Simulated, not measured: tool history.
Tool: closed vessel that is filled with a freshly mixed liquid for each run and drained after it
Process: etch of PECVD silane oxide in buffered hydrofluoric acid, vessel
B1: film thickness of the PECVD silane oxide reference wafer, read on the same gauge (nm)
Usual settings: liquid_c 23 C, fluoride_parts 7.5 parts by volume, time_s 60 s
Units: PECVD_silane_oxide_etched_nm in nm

Run 1, hour 0: usual settings but liquid_c 25.5 C; B1 100.01. Result: PECVD_silane_oxide_etched_nm 186.46 nm.
Run 2, hour 83.9: usual settings; B1 99.96. Result: PECVD_silane_oxide_etched_nm 162.71 nm.
Run 3, hour 176.3: usual settings; B1 99.98. Result: PECVD_silane_oxide_etched_nm 157.73 nm.
At hour 183.8: hydrofluoric acid flow meter replaced.
At hour 226.5: gauge calibrated.
Run 4, hour 233.5: usual settings but fluoride_parts 9 parts by volume; B1 99.99. Result: PECVD_silane_oxide_etched_nm 145.85 nm.
Run 5, hour 311: usual settings but fluoride_parts 9 parts by volume; B1 99.97. Result: PECVD_silane_oxide_etched_nm 142.02 nm.
Run 6, hour 394.8: usual settings but fluoride_parts 9 parts by volume; B1 100.05. Result: PECVD_silane_oxide_etched_nm 142.32 nm.
Run 7, hour 703: usual settings; B1 100.01. Result: PECVD_silane_oxide_etched_nm 166.73 nm.
Run 8, hour 763.7: usual settings; B1 100. Result: PECVD_silane_oxide_etched_nm 165.03 nm.
Run 9, hour 826: usual settings but liquid_c 21.5 C, fluoride_parts 10.5 parts by volume, time_s 85 s; B1 99.95. Result: PECVD_silane_oxide_etched_nm 158.22 nm.
Run 10, hour 880: usual settings but fluoride_parts 9 parts by volume; B1 100. Result: PECVD_silane_oxide_etched_nm 136.1 nm.
Run 11, hour 916.6: usual settings but liquid_c 27.5 C, time_s 40 s; B1 100.05. Result: PECVD_silane_oxide_etched_nm 138.78 nm.
At hour 928.2: thermometer replaced.
Run 12, hour 986.7: usual settings but liquid_c 20 C; B1 99.98. Result: PECVD_silane_oxide_etched_nm 153.96 nm.
Run 13, hour 1033.6: usual settings but liquid_c 20.5 C, fluoride_parts 9 parts by volume, time_s 40 s; B1 99.99. Result: PECVD_silane_oxide_etched_nm 86.42 nm.
Run 14, hour 1090: usual settings but liquid_c 18.5 C, fluoride_parts 9.5 parts by volume, time_s 45 s; B1 99.96. Result: PECVD_silane_oxide_etched_nm 84.63 nm.
Run 15, hour 1202.2: usual settings but liquid_c 19.5 C, fluoride_parts 8.5 parts by volume, time_s 75 s; B1 99.99. Result: PECVD_silane_oxide_etched_nm 154.2 nm.
Run 16, hour 1242.4: usual settings; B1 100. Result: PECVD_silane_oxide_etched_nm 173.34 nm.
Run 17, hour 1320.1: usual settings but fluoride_parts 5 parts by volume; B1 100.01. Result: PECVD_silane_oxide_etched_nm 251.98 nm.
Run 18, hour 1421.4: usual settings but liquid_c 27.5 C, fluoride_parts 9 parts by volume; B1 100.03. Result: PECVD_silane_oxide_etched_nm 181.61 nm.
Run 19, hour 1466.2: usual settings but fluoride_parts 9.5 parts by volume; B1 99.94. Result: PECVD_silane_oxide_etched_nm 139.28 nm.
Run 20, hour 1504.4: usual settings but liquid_c 25 C, fluoride_parts 6 parts by volume; B1 100. Result: PECVD_silane_oxide_etched_nm 236.77 nm.
Run 21, hour 1598.2: usual settings but fluoride_parts 6 parts by volume, time_s 30 s; B1 99.99. Result: PECVD_silane_oxide_etched_nm 103.86 nm.
Run 22, hour 1634.4: usual settings but liquid_c 21.5 C, fluoride_parts 10.5 parts by volume, time_s 85 s; B1 100.02. Result: PECVD_silane_oxide_etched_nm 160.27 nm.
Run 23, hour 1734.2: usual settings but liquid_c 20.5 C, fluoride_parts 5 parts by volume, time_s 75 s; B1 99.96. Result: PECVD_silane_oxide_etched_nm 266 nm.
Run 24, hour 1807.6: usual settings but liquid_c 27.5 C; B1 99.97. Result: PECVD_silane_oxide_etched_nm 212.31 nm.
Run 25, hour 1918.6: usual settings but liquid_c 27 C, fluoride_parts 5 parts by volume, time_s 40 s; B1 100.02. Result: PECVD_silane_oxide_etched_nm 198.17 nm.
Run 26, hour 1996.6: usual settings but time_s 90 s; B1 99.99. Result: PECVD_silane_oxide_etched_nm 239.17 nm.
Run 27, hour 2071.2: usual settings but fluoride_parts 6 parts by volume; B1 100. Result: PECVD_silane_oxide_etched_nm 200.64 nm.
Run 28, hour 2161.9: usual settings; B1 99.99. Result: PECVD_silane_oxide_etched_nm 158.81 nm.
Run 29, hour 2242.3: usual settings but time_s 85 s; B1 100.02. Result: PECVD_silane_oxide_etched_nm 222.95 nm.
Run 30, hour 2304.4: usual settings but liquid_c 24.5 C, fluoride_parts 6 parts by volume; B1 100.02. Result: PECVD_silane_oxide_etched_nm 209.87 nm.
Run 31, hour 2514.1: usual settings but liquid_c 21 C, time_s 40 s; B1 99.97. Result: PECVD_silane_oxide_etched_nm 89.76 nm.
At hour 2553.2: hydrofluoric acid flow meter replaced.
At hour 2569.3: thermometer replaced.
Run 32, hour 2575: usual settings; B1 100.01. Result: PECVD_silane_oxide_etched_nm 184.13 nm.

Forecast each of these 4 alternatives for the next run:
Run A, hour 2575.7: usual settings but liquid_c 21 C; B1 ?. Result: PECVD_silane_oxide_etched_nm ?.
Run B, hour 2575.7: usual settings but liquid_c 21.5 C, fluoride_parts 5.5 parts by volume, time_s 75 s; B1 ?. Result: PECVD_silane_oxide_etched_nm ?.
Run C, hour 2575.7: usual settings but liquid_c 24.5 C, time_s 70 s; B1 ?. Result: PECVD_silane_oxide_etched_nm ?.
Run D, hour 2575.7: usual settings but liquid_c 24.5 C, fluoride_parts 5 parts by volume, time_s 80 s; B1 ?. Result: PECVD_silane_oxide_etched_nm ?.

run      B1  PECVD_silane_oxide_etched_nm
  A  100.02                        166.19
  B  100.02                        284.56
  C  100.02                        235.04
  D  100.02                        387.82
Without the tool's hidden state the same runs would have given:
run  PECVD_silane_oxide_etched_nm
  A                        171.79
  B                        292.67
  C                        242.89
  D                        398.74
